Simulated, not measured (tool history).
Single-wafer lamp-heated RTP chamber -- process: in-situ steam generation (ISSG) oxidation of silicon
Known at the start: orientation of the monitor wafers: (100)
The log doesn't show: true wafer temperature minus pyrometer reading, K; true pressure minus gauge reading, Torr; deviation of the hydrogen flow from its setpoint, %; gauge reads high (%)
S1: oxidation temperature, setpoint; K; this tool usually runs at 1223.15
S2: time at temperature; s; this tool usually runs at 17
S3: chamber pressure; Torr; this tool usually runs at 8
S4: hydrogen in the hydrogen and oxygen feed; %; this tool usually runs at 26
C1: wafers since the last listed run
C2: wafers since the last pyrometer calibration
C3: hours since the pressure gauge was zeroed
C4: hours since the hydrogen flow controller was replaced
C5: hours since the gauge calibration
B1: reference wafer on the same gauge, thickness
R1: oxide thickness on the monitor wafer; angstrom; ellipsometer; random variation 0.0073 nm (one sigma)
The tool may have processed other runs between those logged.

run   hour       S1  S2   S3  S4   C1    C2      C3      C4     C5     B1     R1
  1      0  1223.15  17    8  26    0  3528  1516.8  4475.9   56.9  4.614  49.35
  2     17  1223.15  17    8  26  196  3724  1533.8  4492.9   73.9  4.613  49.41
      25.9  -- pyrometer window cleaned and pyrometer calibrated
  3   94.9  1223.15  15  7.4  26  808   798  1611.7  4570.8  151.8  4.612  46.63
  4  179.4  1223.15  15  7.4  26  977  1775  1696.2  4655.3  236.3  4.609  46.78
  5  209.3  1223.15  17    8  21  345  2120  1726.1  4685.2  266.2   4.61  46.48
  6  228.2  1223.15  17    9  18  218  2339    1745  4704.1  285.1  4.609  44.85
  7    252  1223.15  17    9  18  275  2614  1768.8  4727.9  308.9  4.609   44.8
  8  264.8  1223.15  17  7.5  26  148  2762  1781.6  4740.7  321.7  4.609   49.3
  9  277.1  1223.15  17  7.5  26  142  2904  1793.9    4753    334  4.608  49.25
 10  301.4  1223.15  17    8  26  280  3185  1818.2  4777.3  358.3  4.611  49.15
 11  327.3  1223.15  17    8  26  299  3485  1844.1  4803.2  384.2  4.611  49.25
 12  345.3  1223.15  17  9.1  26  208  3693  1862.1  4821.2  402.2  4.608  48.83
     373.8  -- pyrometer window cleaned and pyrometer calibrated
 13  379.3  1223.15  17    8  26  300    63  1896.1  4855.2  436.2  4.608  48.77
     409.3  -- hydrogen flow controller replaced
 14  409.8  1208.15  10    8  23  260   323  1926.6     0.5  466.7  4.612  37.53
 15  441.3  1231.15  13  8.5  19  364   687  1958.1      32  498.2  4.611  41.55
 16  456.6  1235.15  22  8.6  26  176   864  1973.4    47.3  513.5  4.612  56.06
     486.6  -- pressure gauge zeroed
 17  514.7  1223.15  11    8  32  579  1443    28.1   105.4  571.6  4.611  44.22
 18  534.1  1223.15  17  8.9  32  224  1668    47.5   124.8    591   4.61  51.14
     557.9  -- gauge calibrated
 19  561.7  1223.15  17    8  26  319  1987    75.1   152.4    3.8  4.612   49.2
 20  596.8  1209.15  17    8  19  405  2393   110.2   187.5   38.9  4.608  43.82
 21  626.7  1232.15  15  6.9  32  345  2738   140.1   217.4   68.8   4.61  51.01
 22  641.2  1236.15  11    8  31  167  2906   154.6   231.9   83.3  4.608  45.39
 23  675.9  1223.15  15    8  32  401  3307   189.3   266.6    118   4.61  49.66
 24  710.2  1223.15  17    8  26  396  3704   223.6   300.9  152.3  4.611  49.55

Predict each of these 4 candidate next runs independently; none follows another, all start after run 24:
  A  710.6  1223.15  17   8  30   4  3708  224  301.3  152.7   ?   ?
  B  710.6  1214.15  11   8  31   4  3708  224  301.3  152.7   ?   ?
  C  710.6  1236.15  17   8  29   4  3708  224  301.3  152.7   ?   ?
  D  710.6  1223.15  14   8  26   4  3708  224  301.3  152.7   ?   ?

run     B1     R1
  A  4.611  51.29
  B  4.611  43.15
  C  4.611  52.88
  D  4.611  45.85
Without the tool's hidden state the same runs would have given:
run     R1
  A  50.46
  B  42.61
  C  51.96
  D  45.17
